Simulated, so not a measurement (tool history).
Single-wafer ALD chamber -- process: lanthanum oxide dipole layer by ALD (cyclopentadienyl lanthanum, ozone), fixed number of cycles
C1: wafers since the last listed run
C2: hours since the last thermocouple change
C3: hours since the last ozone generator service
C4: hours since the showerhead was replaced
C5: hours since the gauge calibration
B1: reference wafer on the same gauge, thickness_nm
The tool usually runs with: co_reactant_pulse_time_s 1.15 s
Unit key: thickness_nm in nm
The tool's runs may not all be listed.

run 1 hour=0 | co_reactant_pulse_time_s=1.15 | C1=0 C2=749.7 C3=1405.6 C4=5606.1 C5=607.6 | B1=0.548 | thickness_nm=0.487
run 2 hour=9.8 | co_reactant_pulse_time_s=1.15 | C1=157 C2=759.5 C3=1415.4 C4=5615.9 C5=617.4 | B1=0.548 | thickness_nm=0.491
run 3 hour=16.4 | co_reactant_pulse_time_s=1.51 | C1=105 C2=766.1 C3=1422 C4=5622.5 C5=624 | B1=0.548 | thickness_nm=0.526
run 4 hour=33.4 | co_reactant_pulse_time_s=1.51 | C1=272 C2=783.1 C3=1439 C4=5639.5 C5=641 | B1=0.548 | thickness_nm=0.523
run 5 hour=40 | co_reactant_pulse_time_s=1.15 | C1=105 C2=789.7 C3=1445.6 C4=5646.1 C5=647.6 | B1=0.548 | thickness_nm=0.488
run 6 hour=47.1 | co_reactant_pulse_time_s=1.15 | C1=113 C2=796.8 C3=1452.7 C4=5653.2 C5=654.7 | B1=0.548 | thickness_nm=0.488
run 7 hour=64.9 | co_reactant_pulse_time_s=1.15 | C1=285 C2=814.6 C3=1470.5 C4=5671 C5=672.5 | B1=0.548 | thickness_nm=0.486
run 8 hour=79.4 | co_reactant_pulse_time_s=1.15 | C1=232 C2=829.1 C3=1485 C4=5685.5 C5=687 | B1=0.548 | thickness_nm=0.487
run 9 hour=89.8 | co_reactant_pulse_time_s=1.15 | C1=166 C2=839.5 C3=1495.4 C4=5695.9 C5=697.4 | B1=0.548 | thickness_nm=0.486
-- hour=97.3 gauge calibrated
run 10 hour=106.1 | co_reactant_pulse_time_s=1.38 | C1=261 C2=855.8 C3=1511.7 C4=5712.2 C5=8.8 | B1=0.548 | thickness_nm=0.512
-- hour=123.5 ozone generator serviced
run 11 hour=124 | co_reactant_pulse_time_s=1.38 | C1=158 C2=873.7 C3=0.5 C4=5730.1 C5=26.7 | B1=0.548 | thickness_nm=0.53
run 12 hour=130.7 | co_reactant_pulse_time_s=0.83 | C1=107 C2=880.4 C3=7.2 C4=5736.8 C5=33.4 | B1=0.548 | thickness_nm=0.457
run 13 hour=147.6 | co_reactant_pulse_time_s=1.47 | C1=271 C2=897.3 C3=24.1 C4=5753.7 C5=50.3 | B1=0.548 | thickness_nm=0.534
run 14 hour=159.3 | co_reactant_pulse_time_s=1.15 | C1=187 C2=909 C3=35.8 C4=5765.4 C5=62 | B1=0.548 | thickness_nm=0.506
run 15 hour=168 | co_reactant_pulse_time_s=1.39 | C1=139 C2=917.7 C3=44.5 C4=5774.1 C5=70.7 | B1=0.548 | thickness_nm=0.53
run 16 hour=189.1 | co_reactant_pulse_time_s=0.75 | C1=338 C2=938.8 C3=65.6 C4=5795.2 C5=91.8 | B1=0.548 | thickness_nm=0.432
-- hour=205.6 thermocouple changed; heater temperature recalibrated
-- hour=206.3 showerhead replaced
run 17 hour=206.8 | co_reactant_pulse_time_s=1.33 | C1=145 C2=1.2 C3=83.3 C4=0.5 C5=109.5 | B1=0.548 | thickness_nm=0.524
run 18 hour=219.9 | co_reactant_pulse_time_s=1.15 | C1=210 C2=14.3 C3=96.4 C4=13.6 C5=122.6 | B1=0.548 | thickness_nm=0.508
run 19 hour=234.7 | co_reactant_pulse_time_s=1.57 | C1=237 C2=29.1 C3=111.2 C4=28.4 C5=137.4 | B1=0.548 | thickness_nm=0.54
run 20 hour=283 | co_reactant_pulse_time_s=1 | C1=775 C2=77.4 C3=159.5 C4=76.7 C5=185.7 | B1=0.548 | thickness_nm=0.487
run 21 hour=290 | co_reactant_pulse_time_s=1.15 | C1=112 C2=84.4 C3=166.5 C4=83.7 C5=192.7 | B1=0.548 | thickness_nm=0.509
run 22 hour=300.5 | co_reactant_pulse_time_s=1.32 | C1=168 C2=94.9 C3=177 C4=94.2 C5=203.2 | B1=0.548 | thickness_nm=0.524
run 23 hour=317.1 | co_reactant_pulse_time_s=0.78 | C1=266 C2=111.5 C3=193.6 C4=110.8 C5=219.8 | B1=0.548 | thickness_nm=0.442
run 24 hour=330.9 | co_reactant_pulse_time_s=0.8 | C1=221 C2=125.3 C3=207.4 C4=124.6 C5=233.6 | B1=0.548 | thickness_nm=0.447
run 25 hour=341.1 | co_reactant_pulse_time_s=0.7 | C1=163 C2=135.5 C3=217.6 C4=134.8 C5=243.8 | B1=0.548 | thickness_nm=0.42
run 26 hour=347.5 | co_reactant_pulse_time_s=1.15 | C1=102 C2=141.9 C3=224 C4=141.2 C5=250.2 | B1=0.548 | thickness_nm=0.507
run 27 hour=360.9 | co_reactant_pulse_time_s=1.15 | C1=215 C2=155.3 C3=237.4 C4=154.6 C5=263.6 | B1=0.548 | thickness_nm=0.507
run 28 hour=367.1 | co_reactant_pulse_time_s=1.15 | C1=99 C2=161.5 C3=243.6 C4=160.8 C5=269.8 | B1=0.548 | thickness_nm=0.506
run 29 hour=381.1 | co_reactant_pulse_time_s=1.27 | C1=224 C2=175.5 C3=257.6 C4=174.8 C5=283.8 | B1=0.548 | thickness_nm=0.519
run 30 hour=391.7 | co_reactant_pulse_time_s=1.29 | C1=170 C2=186.1 C3=268.2 C4=185.4 C5=294.4 | B1=0.548 | thickness_nm=0.522
run 31 hour=403.6 | co_reactant_pulse_time_s=1.56 | C1=190 C2=198 C3=280.1 C4=197.3 C5=306.3 | B1=0.548 | thickness_nm=0.539
run 32 hour=419.5 | co_reactant_pulse_time_s=0.86 | C1=255 C2=213.9 C3=296 C4=213.2 C5=322.2 | B1=0.548 | thickness_nm=0.46
run 33 hour=434.5 | co_reactant_pulse_time_s=0.94 | C1=240 C2=228.9 C3=311 C4=228.2 C5=337.2 | B1=0.548 | thickness_nm=0.473
run 34 hour=441.2 | co_reactant_pulse_time_s=0.93 | C1=107 C2=235.6 C3=317.7 C4=234.9 C5=343.9 | B1=0.548 | thickness_nm=0.474
run 35 hour=476.4 | co_reactant_pulse_time_s=1.01 | C1=564 C2=270.8 C3=352.9 C4=270.1 C5=379.1 | B1=0.548 | thickness_nm=0.486

Forecast each of these 3 alternatives for the next run:
run A hour=476.8 | co_reactant_pulse_time_s=1.15 | C1=6 C2=271.2 C3=353.3 C4=270.5 C5=379.5 | B1=? | thickness_nm=?
run B hour=476.8 | co_reactant_pulse_time_s=0.82 | C1=6 C2=271.2 C3=353.3 C4=270.5 C5=379.5 | B1=? | thickness_nm=?
run C hour=476.8 | co_reactant_pulse_time_s=1.59 | C1=6 C2=271.2 C3=353.3 C4=270.5 C5=379.5 | B1=? | thickness_nm=?

run=A B1=0.548 thickness_nm=0.509
run=B B1=0.548 thickness_nm=0.454
run=C B1=0.548 thickness_nm=0.543
With no hidden state in the tool, these same runs would have given:
run=A thickness_nm=0.51
run=B thickness_nm=0.455
run=C thickness_nm=0.544
